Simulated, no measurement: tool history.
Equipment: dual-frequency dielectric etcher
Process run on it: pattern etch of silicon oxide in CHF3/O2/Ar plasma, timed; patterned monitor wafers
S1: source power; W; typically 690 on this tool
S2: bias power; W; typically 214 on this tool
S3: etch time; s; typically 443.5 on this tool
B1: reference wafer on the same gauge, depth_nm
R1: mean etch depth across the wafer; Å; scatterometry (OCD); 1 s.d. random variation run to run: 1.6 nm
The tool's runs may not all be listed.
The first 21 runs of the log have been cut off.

Run 22, day 11.908: usual settings but S1 620 W, S2 163 W; B1 1000.1. Result: R1 8853 Å.
Run 23, day 12.542: usual settings but S1 540 W; B1 999.9. Result: R1 9140 Å.
Run 24, day 12.917: usual settings but S1 830 W, S2 260 W; B1 1000.2. Result: R1 11956 Å.
Run 25, day 13.650: usual settings but S1 760 W; B1 1000.1. Result: R1 10708 Å.
Run 26, day 14.088: usual settings but S1 770 W, S3 477.0 s; B1 1000.0. Result: R1 11568 Å.
Run 27, day 14.812: usual settings but S2 193 W, S3 379.5 s; B1 999.9. Result: R1 8424 Å.
Run 28, day 15.558: usual settings; B1 1000.0. Result: R1 10213 Å.
Run 29, day 16.021: usual settings but S1 730 W; B1 1000.2. Result: R1 10492 Å.
Run 30, day 16.375: usual settings but S1 540 W; B1 1000.0. Result: R1 9108 Å.

Forecast each of these 4 alternatives for the next run:
Run A, day 16.396: usual settings; B1 ?. Result: R1 ?.
Run B, day 16.396: usual settings but S2 164 W, S3 403.0 s; B1 ?. Result: R1 ?.
Run C, day 16.396: usual settings but S2 180 W; B1 ?. Result: R1 ?.
Run D, day 16.396: usual settings but S1 840 W; B1 ?. Result: R1 ?.

run      B1     R1
  A  1000.3  10190
  B  1000.3   8422
  C  1000.3   9577
  D  1000.3  11124
The same runs, with their run-to-run variation unchanged, on a tool lacking any hidden condition would have given:
run     R1
  A  10429
  B   8622
  C   9803
  D  11386
